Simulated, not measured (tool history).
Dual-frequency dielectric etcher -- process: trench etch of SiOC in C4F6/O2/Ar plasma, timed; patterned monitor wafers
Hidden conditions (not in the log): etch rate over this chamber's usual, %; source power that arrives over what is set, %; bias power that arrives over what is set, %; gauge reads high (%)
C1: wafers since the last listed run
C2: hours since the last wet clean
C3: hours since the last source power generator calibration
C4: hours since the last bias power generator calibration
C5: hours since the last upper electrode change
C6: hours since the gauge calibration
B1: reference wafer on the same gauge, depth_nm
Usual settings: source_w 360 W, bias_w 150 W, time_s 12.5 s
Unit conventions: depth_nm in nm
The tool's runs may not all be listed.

{"run": 1, "hour": 0.0, "source_w": 360, "bias_w": 172, "time_s": 12.5, "C1": 0, "C2": 212.4, "C3": 1963.6, "C4": 3630.2, "C5": 2040.8, "C6": 62.7, "B1": 20.0, "depth_nm": 25.13}
{"run": 2, "hour": 7.6, "source_w": 360, "bias_w": 150, "time_s": 12.5, "C1": 151, "C2": 220.0, "C3": 1971.2, "C4": 3637.8, "C5": 2048.4, "C6": 70.3, "B1": 19.99, "depth_nm": 23.58}
{"run": 3, "hour": 18.2, "source_w": 360, "bias_w": 150, "time_s": 12.5, "C1": 211, "C2": 230.6, "C3": 1981.8, "C4": 3648.4, "C5": 2059.0, "C6": 80.9, "B1": 20.0, "depth_nm": 23.51}
{"run": 4, "hour": 35.5, "source_w": 360, "bias_w": 150, "time_s": 12.5, "C1": 344, "C2": 247.9, "C3": 1999.1, "C4": 3665.7, "C5": 2076.3, "C6": 98.2, "B1": 20.0, "depth_nm": 23.46}
{"run": 5, "hour": 52.4, "source_w": 360, "bias_w": 150, "time_s": 12.5, "C1": 336, "C2": 264.8, "C3": 2016.0, "C4": 3682.6, "C5": 2093.2, "C6": 115.1, "B1": 20.01, "depth_nm": 23.65}
{"run": 6, "hour": 66.1, "source_w": 360, "bias_w": 150, "time_s": 12.5, "C1": 272, "C2": 278.5, "C3": 2029.7, "C4": 3696.3, "C5": 2106.9, "C6": 128.8, "B1": 20.01, "depth_nm": 23.55}
{"run": 7, "hour": 81.4, "source_w": 300, "bias_w": 150, "time_s": 12.5, "C1": 304, "C2": 293.8, "C3": 2045.0, "C4": 3711.6, "C5": 2122.2, "C6": 144.1, "B1": 19.99, "depth_nm": 20.88}
{"run": 8, "hour": 88.2, "source_w": 300, "bias_w": 150, "time_s": 12.5, "C1": 135, "C2": 300.6, "C3": 2051.8, "C4": 3718.4, "C5": 2129.0, "C6": 150.9, "B1": 19.98, "depth_nm": 21.09}
{"run": 9, "hour": 101.0, "source_w": 300, "bias_w": 150, "time_s": 12.5, "C1": 254, "C2": 313.4, "C3": 2064.6, "C4": 3731.2, "C5": 2141.8, "C6": 163.7, "B1": 19.99, "depth_nm": 21.03}
{"hour": 130.3, "done": "wet clean of the chamber"}
{"hour": 140.0, "done": "upper electrode replaced"}
{"run": 10, "hour": 140.5, "source_w": 360, "bias_w": 150, "time_s": 12.5, "C1": 116, "C2": 10.2, "C3": 2104.1, "C4": 3770.7, "C5": 0.5, "C6": 203.2, "B1": 20.01, "depth_nm": 24.51}
{"run": 11, "hour": 140.8, "source_w": 360, "bias_w": 150, "time_s": 12.5, "C1": 5, "C2": 10.5, "C3": 2104.4, "C4": 3771.0, "C5": 0.8, "C6": 203.5, "B1": 20.01, "depth_nm": 24.37}
{"run": 12, "hour": 164.3, "source_w": 360, "bias_w": 150, "time_s": 12.5, "C1": 468, "C2": 34.0, "C3": 2127.9, "C4": 3794.5, "C5": 24.3, "C6": 227.0, "B1": 19.99, "depth_nm": 24.41}
{"run": 13, "hour": 176.6, "source_w": 360, "bias_w": 150, "time_s": 12.5, "C1": 245, "C2": 46.3, "C3": 2140.2, "C4": 3806.8, "C5": 36.6, "C6": 239.3, "B1": 20.02, "depth_nm": 24.08}
{"run": 14, "hour": 182.7, "source_w": 360, "bias_w": 150, "time_s": 12.5, "C1": 121, "C2": 52.4, "C3": 2146.3, "C4": 3812.9, "C5": 42.7, "C6": 245.4, "B1": 20.01, "depth_nm": 24.48}
{"run": 15, "hour": 193.7, "source_w": 360, "bias_w": 150, "time_s": 12.5, "C1": 219, "C2": 63.4, "C3": 2157.3, "C4": 3823.9, "C5": 53.7, "C6": 256.4, "B1": 20.01, "depth_nm": 24.25}
{"hour": 204.4, "done": "source power generator calibrated"}
{"run": 16, "hour": 208.7, "source_w": 390, "bias_w": 171, "time_s": 15.0, "C1": 219, "C2": 78.4, "C3": 4.3, "C4": 3838.9, "C5": 68.7, "C6": 271.4, "B1": 20.02, "depth_nm": 32.27}
{"run": 17, "hour": 222.8, "source_w": 440, "bias_w": 140, "time_s": 9.5, "C1": 280, "C2": 92.5, "C3": 18.4, "C4": 3853.0, "C5": 82.8, "C6": 285.5, "B1": 19.97, "depth_nm": 20.06}
{"run": 18, "hour": 236.2, "source_w": 360, "bias_w": 112, "time_s": 12.5, "C1": 266, "C2": 105.9, "C3": 31.8, "C4": 3866.4, "C5": 96.2, "C6": 298.9, "B1": 20.0, "depth_nm": 21.38}
{"hour": 239.9, "done": "gauge calibrated"}
{"run": 19, "hour": 247.2, "source_w": 360, "bias_w": 150, "time_s": 12.5, "C1": 219, "C2": 116.9, "C3": 42.8, "C4": 3877.4, "C5": 107.2, "C6": 7.3, "B1": 19.99, "depth_nm": 24.11}
{"hour": 257.5, "done": "bias power generator calibrated"}
{"run": 20, "hour": 264.9, "source_w": 360, "bias_w": 160, "time_s": 12.5, "C1": 272, "C2": 134.6, "C3": 60.5, "C4": 7.4, "C5": 124.9, "C6": 25.0, "B1": 20.0, "depth_nm": 24.81}
{"run": 21, "hour": 282.8, "source_w": 390, "bias_w": 150, "time_s": 12.5, "C1": 356, "C2": 152.5, "C3": 78.4, "C4": 25.3, "C5": 142.8, "C6": 42.9, "B1": 20.01, "depth_nm": 24.83}
{"run": 22, "hour": 292.5, "source_w": 280, "bias_w": 137, "time_s": 16.0, "C1": 193, "C2": 162.2, "C3": 88.1, "C4": 35.0, "C5": 152.5, "C6": 52.6, "B1": 19.99, "depth_nm": 24.61}
{"run": 23, "hour": 306.9, "source_w": 280, "bias_w": 164, "time_s": 12.5, "C1": 286, "C2": 176.6, "C3": 102.5, "C4": 49.4, "C5": 166.9, "C6": 67.0, "B1": 20.02, "depth_nm": 20.74}
{"run": 24, "hour": 316.3, "source_w": 360, "bias_w": 150, "time_s": 11.5, "C1": 187, "C2": 186.0, "C3": 111.9, "C4": 58.8, "C5": 176.3, "C6": 76.4, "B1": 20.0, "depth_nm": 22.04}
{"run": 25, "hour": 330.6, "source_w": 310, "bias_w": 150, "time_s": 16.0, "C1": 284, "C2": 200.3, "C3": 126.2, "C4": 73.1, "C5": 190.6, "C6": 90.7, "B1": 19.98, "depth_nm": 27.57}
{"run": 26, "hour": 340.5, "source_w": 300, "bias_w": 150, "time_s": 9.0, "C1": 197, "C2": 210.2, "C3": 136.1, "C4": 83.0, "C5": 200.5, "C6": 100.6, "B1": 20.02, "depth_nm": 15.06}
{"run": 27, "hour": 349.3, "source_w": 360, "bias_w": 150, "time_s": 12.5, "C1": 175, "C2": 219.0, "C3": 144.9, "C4": 91.8, "C5": 209.3, "C6": 109.4, "B1": 19.98, "depth_nm": 23.67}
{"run": 28, "hour": 369.2, "source_w": 360, "bias_w": 150, "time_s": 12.5, "C1": 396, "C2": 238.9, "C3": 164.8, "C4": 111.7, "C5": 229.2, "C6": 129.3, "B1": 20.0, "depth_nm": 23.52}
{"run": 29, "hour": 379.5, "source_w": 420, "bias_w": 178, "time_s": 11.5, "C1": 205, "C2": 249.2, "C3": 175.1, "C4": 122.0, "C5": 239.5, "C6": 139.6, "B1": 20.0, "depth_nm": 25.84}

State the hidden condition of the tool at each of the runs:
source power that arrives over what is set, %: 0, the same for each run
bias power that arrives over what is set, %: 0, the same for each run
gauge reads high (%): 0, the same for each run
H1: etch rate over this chamber's usual, %
run=1 H1=-2.15
run=2 H1=-2.24
run=3 H1=-2.36
run=4 H1=-2.55
run=5 H1=-2.75
run=6 H1=-2.9
run=7 H1=-3.08
run=8 H1=-3.15
run=9 H1=-3.3
run=10 H1=0.446
run=11 H1=0.442
run=12 H1=0.175
run=13 H1=0.0353
run=14 H1=-0.034
run=15 H1=-0.159
run=16 H1=-0.33
run=17 H1=-0.49
run=18 H1=-0.642
run=19 H1=-0.768
run=20 H1=-0.969
run=21 H1=-1.17
run=22 H1=-1.28
run=23 H1=-1.45
run=24 H1=-1.55
run=25 H1=-1.72
run=26 H1=-1.83
run=27 H1=-1.93
run=28 H1=-2.15
run=29 H1=-2.27
